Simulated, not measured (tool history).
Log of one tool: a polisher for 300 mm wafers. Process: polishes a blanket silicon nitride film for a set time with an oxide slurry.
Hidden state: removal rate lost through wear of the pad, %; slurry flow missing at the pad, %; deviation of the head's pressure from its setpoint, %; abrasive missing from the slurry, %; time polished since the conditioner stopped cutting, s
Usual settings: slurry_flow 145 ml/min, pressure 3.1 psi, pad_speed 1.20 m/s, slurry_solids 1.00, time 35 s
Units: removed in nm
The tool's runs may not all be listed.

run,hour,slurry_flow,pressure,pad_speed,slurry_solids,time,wafers since the last listed run,wafers polished on this pad,hours since the slurry nozzle was cleaned,hours since the head pressure was calibrated,hours since the slurry blender was calibrated,hours since the conditioning disc was replaced,"incoming thickness of the incoming film, nm",removed
1,0.0,145,3.1,1.20,1.00,35,0,778,176.3,262.5,284.5,181.0,340.3,20.4
2,22.4,145,3.1,1.20,1.00,35,303,1082,198.7,284.9,306.9,203.4,337.3,20.4
# hour 38.2: worn pad replaced by a new one
3,38.7,145,3.1,1.20,1.00,35,166,6,215.0,301.2,323.2,219.7,342.1,21.9
4,62.1,145,3.4,1.20,1.00,35,317,323,238.4,324.6,346.6,243.1,337.8,22.8
5,82.6,145,3.4,1.20,1.00,35,277,601,258.9,345.1,367.1,263.6,344.0,21.9
6,116.0,145,3.4,1.20,1.00,35,452,1053,292.3,378.5,400.5,297.0,339.4,22.3
# hour 130.9: worn pad replaced by a new one
7,134.5,145,3.1,1.20,1.00,35,196,48,310.8,397.0,419.0,315.5,334.1,21.5
# hour 155.7: head pressure recalibrated
# hour 158.9: slurry blender recalibrated
8,159.4,145,3.1,1.20,1.00,35,283,331,335.7,3.7,0.5,340.4,339.2,21.0
9,185.6,145,3.1,1.20,1.00,35,354,686,361.9,29.9,26.7,366.6,337.0,20.7
10,206.7,145,3.1,1.20,1.00,35,285,972,383.0,51.0,47.8,387.7,337.4,20.1
# hour 219.4: worn pad replaced by a new one
# hour 229.0: slurry nozzle cleaned
11,231.3,145,3.1,1.20,1.00,24,265,148,2.3,75.6,72.4,412.3,339.5,14.7
12,261.9,145,4.0,1.10,1.00,35,414,562,32.9,106.2,103.0,442.9,345.4,24.4
# hour 289.9: conditioning disc replaced and pad reconditioned
13,292.4,145,3.1,1.20,0.80,35,386,948,63.4,136.7,133.5,2.5,340.5,18.7
# hour 297.6: worn pad replaced by a new one
14,313.8,145,3.1,1.20,1.00,35,235,220,84.8,158.1,154.9,23.9,334.2,21.0
15,344.9,170,3.1,1.54,1.10,35,421,641,115.9,189.2,186.0,55.0,339.6,25.3
16,370.3,145,3.1,0.94,1.20,25,344,985,141.3,214.6,211.4,80.4,341.1,13.8
# hour 383.1: worn pad replaced by a new one
17,395.8,145,3.1,1.20,1.00,35,291,172,166.8,240.1,236.9,105.9,339.0,21.4
18,413.3,195,3.1,1.20,0.75,35,237,409,184.3,257.6,254.4,123.4,341.3,19.6

Forecast each of these 4 alternatives for the next run:
A,413.7,145,3.1,1.20,1.00,29,5,415,184.7,258.0,254.8,123.8,338.8,?
B,413.7,145,3.1,1.20,1.25,35,5,415,184.7,258.0,254.8,123.8,338.8,?
C,413.7,145,3.1,1.20,1.00,27,5,415,184.7,258.0,254.8,123.8,338.8,?
D,413.7,145,4.0,1.20,0.90,35,5,415,184.7,258.0,254.8,123.8,338.8,?

run,removed
A,17.8
B,23.3
C,16.6
D,25.8
Without the tool's hidden state the same runs would have given:
run,removed
A,19.0
B,24.8
C,17.6
D,27.5

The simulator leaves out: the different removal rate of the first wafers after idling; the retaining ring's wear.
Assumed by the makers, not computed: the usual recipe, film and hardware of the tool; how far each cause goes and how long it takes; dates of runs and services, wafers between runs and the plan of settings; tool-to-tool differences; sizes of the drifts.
